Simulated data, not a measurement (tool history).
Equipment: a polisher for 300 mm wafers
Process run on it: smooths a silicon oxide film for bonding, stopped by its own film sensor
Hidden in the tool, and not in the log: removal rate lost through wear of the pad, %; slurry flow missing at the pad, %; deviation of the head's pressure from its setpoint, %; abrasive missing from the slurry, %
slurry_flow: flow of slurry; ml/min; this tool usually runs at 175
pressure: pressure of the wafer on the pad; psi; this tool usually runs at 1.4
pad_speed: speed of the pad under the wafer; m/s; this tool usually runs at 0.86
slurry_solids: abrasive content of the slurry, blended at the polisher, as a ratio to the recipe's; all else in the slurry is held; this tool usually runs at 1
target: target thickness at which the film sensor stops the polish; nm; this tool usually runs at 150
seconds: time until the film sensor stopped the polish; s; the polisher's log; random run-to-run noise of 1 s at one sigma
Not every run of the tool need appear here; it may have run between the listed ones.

run	hour	slurry_flow	pressure	pad_speed	slurry_solids	target	wafers since the last listed run	wafers polished on this pad	hours since the slurry nozzle was cleaned	hours since the head pressure was calibrated	hours since the slurry blender was calibrated	incoming thickness of the incoming film, nm	seconds
1	0	175	1.4	0.86	1	150	0	1572	316.8	1080.3	140.5	179.6	96.5
2	21	175	1.4	0.86	1	150	264	1837	337.8	1101.3	161.5	183.1	106.1
# hour 25.2: worn pad replaced by a new one
3	48.1	175	1.4	0.86	1	150	291	288	364.9	1128.4	188.6	183.1	109.4
4	76.4	175	1.4	0.86	1	150	356	645	393.2	1156.7	216.9	179.4	97.8
5	92.4	175	1.4	0.86	1	150	201	847	409.2	1172.7	232.9	183.6	114.5
6	107.8	175	1.4	0.86	1	150	194	1041	424.6	1188.1	248.3	179.6	98.8
7	123.2	175	1.4	0.86	1	150	194	1235	440	1203.5	263.7	184	114.3
8	150.1	175	1.4	0.86	1	150	338	1574	466.9	1230.4	290.6	177.9	96
# hour 179.2: worn pad replaced by a new one
9	182	175	1.4	0.86	1.2	150	351	35	498.8	1262.3	322.5	180.6	96.4
# hour 212.3: head pressure recalibrated
10	212.8	175	1.4	0.86	1	150	362	398	529.6	0.5	353.3	178.3	88.8
11	228	175	1.4	0.86	1	150	191	589	544.8	15.7	368.5	180.5	94.4
12	251.8	175	1.4	0.86	1	150	299	889	568.6	39.5	392.3	179.7	94
13	277	175	1.4	0.86	1	150	317	1207	593.8	64.7	417.5	177.3	88.3
# hour 288.2: slurry blender recalibrated
14	302	175	1.4	0.86	1	150	289	1497	618.8	89.7	13.8	182	90.4
# hour 324.6: worn pad replaced by a new one
15	333.1	230	1.3	0.86	0.9	153	341	107	649.9	120.8	44.9	179.2	81.4
16	357	175	1.4	0.86	1	150	301	408	673.8	144.7	68.8	178.8	79.7
17	376.4	175	1.4	0.86	1	150	244	652	693.2	164.1	88.2	177.4	79.8
18	409.7	155	1.2	1.02	0.75	150	419	1072	726.5	197.4	121.5	179.3	113.9
19	432.9	225	1.7	1.02	0.75	150	292	1364	749.7	220.6	144.7	181.1	79.7
# hour 445.2: slurry nozzle cleaned
# hour 467.1: worn pad replaced by a new one
20	468.1	175	1.4	1.14	1	150	380	12	22.9	255.8	179.9	182.3	80
21	494.3	135	1.4	1.02	1	150	330	342	49.1	282	206.1	178.4	80.4
22	525.6	200	1.5	0.86	1	150	394	737	80.4	313.3	237.4	180.8	84.6
23	548.2	155	1.2	1.02	0.75	150	284	1022	103	335.9	260	179.1	116.4
24	572.1	175	1.4	0.86	1	150	301	1323	126.9	359.8	283.9	176.9	79.6
25	591.5	175	1.4	0.86	1	150	244	1567	146.3	379.2	303.3	183.2	104.9
26	612.1	155	1.9	1.1	1	158	259	1827	166.9	399.8	323.9	178.2	40.7
# hour 617.6: worn pad replaced by a new one
27	633.3	175	1.1	0.96	1.3	153	216	197	188.1	421	345.1	179.2	83.9
28	668.2	175	1.4	0.86	1	157	439	637	223	455.9	380	182.2	80.8
29	684.9	220	1.4	1.08	1	141	210	847	239.7	472.6	396.7	177.5	99.7

Describe how what the log doesn't record of the tool's condition differs between the last listed run preceding each entry between runs and the first listed run following it.
Runs 2 to 3: worn pad replaced by a new one (hour 25.2)
  deviation of the head's pressure from its setpoint, %: -11.9 -> -12.2; abrasive missing from the slurry, %: 7.08 -> 8.06
  measured value less the no-hidden-state value, seconds: +16.7 -> +18.2 s
Runs 8 to 9: worn pad replaced by a new one (hour 179.2)
  deviation of the head's pressure from its setpoint, %: -13.1 -> -13.5; abrasive missing from the slurry, %: 13.1 -> 15.2
  measured value less the no-hidden-state value, seconds: +19.7 -> +20.4 s
Runs 9 to 10: head pressure recalibrated (hour 212.3)
  deviation of the head's pressure from its setpoint, %: -13.5 -> -0.308; abrasive missing from the slurry, %: 15.2 -> 17.3
  measured value less the no-hidden-state value, seconds: +20.4 -> +10.5 s
Runs 13 to 14: slurry blender recalibrated (hour 288.2)
  deviation of the head's pressure from its setpoint, %: -0.931 -> -1.17; abrasive missing from the slurry, %: 22.4 -> 3.34
  measured value less the no-hidden-state value, seconds: +14.5 -> +2.8 s
Runs 14 to 15: worn pad replaced by a new one (hour 324.6)
  deviation of the head's pressure from its setpoint, %: -1.17 -> -1.48; abrasive missing from the slurry, %: 3.34 -> 3.53
  measured value less the no-hidden-state value, seconds: +2.8 -> +3.1 s
Runs 19 to 20: slurry nozzle cleaned (hour 445.2); worn pad replaced by a new one (hour 467.1)
  deviation of the head's pressure from its setpoint, %: -2.44 -> -2.78; abrasive missing from the slurry, %: 5.49 -> 6.68
  measured value less the no-hidden-state value, seconds: +5.1 -> +5.4 s
Runs 26 to 27: worn pad replaced by a new one (hour 617.6)
  deviation of the head's pressure from its setpoint, %: -4.18 -> -4.39; abrasive missing from the slurry, %: 14.2 -> 15.7
  measured value less the no-hidden-state value, seconds: +5.3 -> +10.7 s

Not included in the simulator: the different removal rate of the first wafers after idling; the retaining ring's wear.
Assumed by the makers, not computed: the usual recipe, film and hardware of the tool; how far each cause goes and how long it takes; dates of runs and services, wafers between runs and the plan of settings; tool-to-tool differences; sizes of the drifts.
